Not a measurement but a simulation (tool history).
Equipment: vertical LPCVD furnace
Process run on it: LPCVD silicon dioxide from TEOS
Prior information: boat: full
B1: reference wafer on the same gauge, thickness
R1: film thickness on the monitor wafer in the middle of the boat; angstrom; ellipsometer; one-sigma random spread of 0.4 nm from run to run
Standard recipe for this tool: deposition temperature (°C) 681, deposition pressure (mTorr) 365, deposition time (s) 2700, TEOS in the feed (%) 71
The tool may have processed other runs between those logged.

{"run": 1, "hour": 0.0, "deposition temperature (°C)": 681, "deposition pressure (mTorr)": 365, "deposition time (s)": 2700, "TEOS in the feed (%)": 71, "B1": 275.88, "R1": 2744.0}
{"run": 2, "hour": 31.4, "deposition temperature (°C)": 681, "deposition pressure (mTorr)": 365, "deposition time (s)": 2700, "TEOS in the feed (%)": 71, "B1": 276.06, "R1": 2744.3}
{"run": 3, "hour": 58.2, "deposition temperature (°C)": 681, "deposition pressure (mTorr)": 365, "deposition time (s)": 2700, "TEOS in the feed (%)": 65, "B1": 276.0, "R1": 2623.7}
{"run": 4, "hour": 72.1, "deposition temperature (°C)": 681, "deposition pressure (mTorr)": 365, "deposition time (s)": 2700, "TEOS in the feed (%)": 77, "B1": 275.85, "R1": 2857.3}
{"run": 5, "hour": 97.2, "deposition temperature (°C)": 681, "deposition pressure (mTorr)": 365, "deposition time (s)": 2700, "TEOS in the feed (%)": 77, "B1": 276.07, "R1": 2854.9}
{"run": 6, "hour": 114.0, "deposition temperature (°C)": 681, "deposition pressure (mTorr)": 365, "deposition time (s)": 2700, "TEOS in the feed (%)": 77, "B1": 275.93, "R1": 2858.1}
{"run": 7, "hour": 129.0, "deposition temperature (°C)": 681, "deposition pressure (mTorr)": 345, "deposition time (s)": 2700, "TEOS in the feed (%)": 71, "B1": 276.08, "R1": 2666.4}
{"hour": 156.3, "done": "TEOS flow controller replaced"}
{"run": 8, "hour": 160.7, "deposition temperature (°C)": 681, "deposition pressure (mTorr)": 345, "deposition time (s)": 2700, "TEOS in the feed (%)": 71, "B1": 276.09, "R1": 2676.9}
{"hour": 187.6, "done": "pressure gauge zeroed"}
{"run": 9, "hour": 188.1, "deposition temperature (°C)": 684, "deposition pressure (mTorr)": 365, "deposition time (s)": 2700, "TEOS in the feed (%)": 76, "B1": 276.1, "R1": 3046.2}
{"run": 10, "hour": 192.2, "deposition temperature (°C)": 681, "deposition pressure (mTorr)": 365, "deposition time (s)": 2340, "TEOS in the feed (%)": 71, "B1": 276.13, "R1": 2382.8}
{"run": 11, "hour": 206.3, "deposition temperature (°C)": 681, "deposition pressure (mTorr)": 400, "deposition time (s)": 2700, "TEOS in the feed (%)": 71, "B1": 275.9, "R1": 2886.2}
{"hour": 224.2, "done": "gauge calibrated"}
{"hour": 240.2, "done": "thermocouples replaced and temperature profile calibrated"}
{"run": 12, "hour": 240.7, "deposition temperature (°C)": 681, "deposition pressure (mTorr)": 365, "deposition time (s)": 2700, "TEOS in the feed (%)": 71, "B1": 275.83, "R1": 2452.2}
{"run": 13, "hour": 258.5, "deposition temperature (°C)": 681, "deposition pressure (mTorr)": 365, "deposition time (s)": 3630, "TEOS in the feed (%)": 64, "B1": 275.98, "R1": 3124.9}
{"run": 14, "hour": 291.2, "deposition temperature (°C)": 681, "deposition pressure (mTorr)": 365, "deposition time (s)": 2700, "TEOS in the feed (%)": 71, "B1": 275.98, "R1": 2449.4}
{"run": 15, "hour": 326.5, "deposition temperature (°C)": 681, "deposition pressure (mTorr)": 365, "deposition time (s)": 2700, "TEOS in the feed (%)": 71, "B1": 276.02, "R1": 2447.5}
{"run": 16, "hour": 340.8, "deposition temperature (°C)": 673, "deposition pressure (mTorr)": 300, "deposition time (s)": 3510, "TEOS in the feed (%)": 71, "B1": 276.18, "R1": 2378.3}
{"run": 17, "hour": 373.8, "deposition temperature (°C)": 673, "deposition pressure (mTorr)": 365, "deposition time (s)": 2700, "TEOS in the feed (%)": 84, "B1": 276.07, "R1": 2196.0}
{"run": 18, "hour": 400.5, "deposition temperature (°C)": 693, "deposition pressure (mTorr)": 295, "deposition time (s)": 1860, "TEOS in the feed (%)": 77, "B1": 275.89, "R1": 2108.8}

Run-by-run hidden state of the tool:
true pressure minus gauge reading, mTorr: 0, the same for each run
deviation of the TEOS flow from its setpoint, %: 0, the same for each run
gauge reads high (%): 0, the same for each run
H1: true tube temperature minus thermocouple reading, K
run=1 H1=4.66
run=2 H1=4.69
run=3 H1=4.71
run=4 H1=4.73
run=5 H1=4.75
run=6 H1=4.76
run=7 H1=4.77
run=8 H1=4.8
run=9 H1=4.82
run=10 H1=4.83
run=11 H1=4.84
run=12 H1=0.037
run=13 H1=0.0521
run=14 H1=0.0797
run=15 H1=0.11
run=16 H1=0.122
run=17 H1=0.15
run=18 H1=0.172
